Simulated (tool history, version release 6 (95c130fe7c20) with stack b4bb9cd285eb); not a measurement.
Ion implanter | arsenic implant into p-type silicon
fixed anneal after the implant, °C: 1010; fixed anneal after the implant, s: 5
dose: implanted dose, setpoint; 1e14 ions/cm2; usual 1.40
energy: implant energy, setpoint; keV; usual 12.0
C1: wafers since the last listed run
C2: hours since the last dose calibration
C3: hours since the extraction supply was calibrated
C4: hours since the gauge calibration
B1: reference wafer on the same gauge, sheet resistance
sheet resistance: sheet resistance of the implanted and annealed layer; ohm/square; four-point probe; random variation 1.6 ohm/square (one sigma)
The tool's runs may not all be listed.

run 1 hour=0.0 | dose=1.13 energy=12.0 | C1=0 C2=366.6 C3=4702.3 C4=213.5 | B1=654.63 | sheet_resistance=645.03
run 2 hour=24.0 | dose=1.13 energy=12.0 | C1=314 C2=390.6 C3=4726.3 C4=237.5 | B1=655.04 | sheet_resistance=643.63
run 3 hour=44.8 | dose=1.40 energy=12.0 | C1=272 C2=411.4 C3=4747.1 C4=258.3 | B1=654.77 | sheet_resistance=551.25
run 4 hour=61.5 | dose=1.40 energy=12.0 | C1=218 C2=428.1 C3=4763.8 C4=275.0 | B1=655.03 | sheet_resistance=553.29
run 5 hour=95.4 | dose=1.40 energy=12.0 | C1=443 C2=462.0 C3=4797.7 C4=308.9 | B1=655.36 | sheet_resistance=550.29
run 6 hour=122.0 | dose=1.40 energy=12.0 | C1=348 C2=488.6 C3=4824.3 C4=335.5 | B1=654.58 | sheet_resistance=549.94
run 7 hour=136.5 | dose=1.40 energy=12.0 | C1=189 C2=503.1 C3=4838.8 C4=350.0 | B1=654.75 | sheet_resistance=547.65
run 8 hour=160.8 | dose=1.40 energy=12.0 | C1=318 C2=527.4 C3=4863.1 C4=374.3 | B1=654.69 | sheet_resistance=551.06
run 9 hour=184.6 | dose=1.40 energy=12.0 | C1=311 C2=551.2 C3=4886.9 C4=398.1 | B1=654.87 | sheet_resistance=548.76
run 10 hour=200.6 | dose=1.56 energy=15.0 | C1=209 C2=567.2 C3=4902.9 C4=414.1 | B1=655.21 | sheet_resistance=490.60
run 11 hour=217.2 | dose=1.56 energy=15.0 | C1=217 C2=583.8 C3=4919.5 C4=430.7 | B1=654.93 | sheet_resistance=488.70
run 12 hour=250.2 | dose=1.40 energy=12.0 | C1=432 C2=616.8 C3=4952.5 C4=463.7 | B1=654.86 | sheet_resistance=547.47
run 13 hour=280.6 | dose=1.40 energy=12.0 | C1=398 C2=647.2 C3=4982.9 C4=494.1 | B1=655.19 | sheet_resistance=548.84
run 14 hour=296.3 | dose=1.40 energy=12.0 | C1=205 C2=662.9 C3=4998.6 C4=509.8 | B1=655.13 | sheet_resistance=546.13
run 15 hour=311.1 | dose=1.40 energy=13.0 | C1=193 C2=677.7 C3=5013.4 C4=524.6 | B1=654.95 | sheet_resistance=541.37
run 16 hour=336.2 | dose=1.52 energy=12.0 | C1=328 C2=702.8 C3=5038.5 C4=549.7 | B1=654.48 | sheet_resistance=514.43
run 17 hour=360.0 | dose=1.23 energy=12.0 | C1=311 C2=726.6 C3=5062.3 C4=573.5 | B1=654.64 | sheet_resistance=603.00
run 18 hour=380.9 | dose=1.40 energy=16.0 | C1=273 C2=747.5 C3=5083.2 C4=594.4 | B1=655.26 | sheet_resistance=525.49
-- hour=392.2 extraction supply calibrated
run 19 hour=411.8 | dose=1.40 energy=12.0 | C1=299 C2=778.4 C3=19.6 C4=625.3 | B1=655.10 | sheet_resistance=545.08
-- hour=441.5 Faraday cup replaced and dose calibrated
run 20 hour=444.8 | dose=1.72 energy=15.0 | C1=327 C2=3.3 C3=52.6 C4=658.3 | B1=655.51 | sheet_resistance=463.15
run 21 hour=470.0 | dose=1.40 energy=12.0 | C1=330 C2=28.5 C3=77.8 C4=683.5 | B1=654.88 | sheet_resistance=553.54
run 22 hour=493.0 | dose=1.40 energy=9.5 | C1=301 C2=51.5 C3=100.8 C4=706.5 | B1=654.74 | sheet_resistance=572.86
run 23 hour=524.9 | dose=1.60 energy=14.5 | C1=417 C2=83.4 C3=132.7 C4=738.4 | B1=654.61 | sheet_resistance=488.28
run 24 hour=584.0 | dose=1.40 energy=12.0 | C1=774 C2=142.5 C3=191.8 C4=797.5 | B1=655.02 | sheet_resistance=553.30
-- hour=613.1 gauge calibrated
run 25 hour=663.1 | dose=1.40 energy=12.0 | C1=1035 C2=221.6 C3=270.9 C4=50.0 | B1=655.02 | sheet_resistance=553.89
run 26 hour=689.0 | dose=1.24 energy=15.0 | C1=339 C2=247.5 C3=296.8 C4=75.9 | B1=655.26 | sheet_resistance=583.20
run 27 hour=711.3 | dose=1.66 energy=12.0 | C1=292 C2=269.8 C3=319.1 C4=98.2 | B1=655.50 | sheet_resistance=482.62
run 28 hour=745.2 | dose=1.40 energy=12.0 | C1=443 C2=303.7 C3=353.0 C4=132.1 | B1=654.91 | sheet_resistance=553.91
run 29 hour=777.0 | dose=1.57 energy=9.5 | C1=416 C2=335.5 C3=384.8 C4=163.9 | B1=655.33 | sheet_resistance=518.53

The same runs without the tool's hidden state, with the same run-to-run variation:
The hidden state here: deviation of the true dose from the Faraday cup's reading, %; deviation of the true energy from its setpoint, %; gauge reads high (%).
run=1 sheet_resistance=650.04
run=2 sheet_resistance=648.92
run=3 sheet_resistance=556.06
run=4 sheet_resistance=558.30
run=5 sheet_resistance=555.65
run=6 sheet_resistance=555.58
run=7 sheet_resistance=553.42
run=8 sheet_resistance=557.13
run=9 sheet_resistance=555.06
run=10 sheet_resistance=496.36
run=11 sheet_resistance=494.60
run=12 sheet_resistance=554.47
run=13 sheet_resistance=556.19
run=14 sheet_resistance=553.60
run=15 sheet_resistance=548.91
run=16 sheet_resistance=521.90
run=17 sheet_resistance=611.95
run=18 sheet_resistance=533.45
run=19 sheet_resistance=553.78
run=20 sheet_resistance=465.00
run=21 sheet_resistance=556.03
run=22 sheet_resistance=575.72
run=23 sheet_resistance=491.00
run=24 sheet_resistance=557.03
run=25 sheet_resistance=558.49
run=26 sheet_resistance=588.25
run=27 sheet_resistance=487.12
run=28 sheet_resistance=559.41
run=29 sheet_resistance=524.08
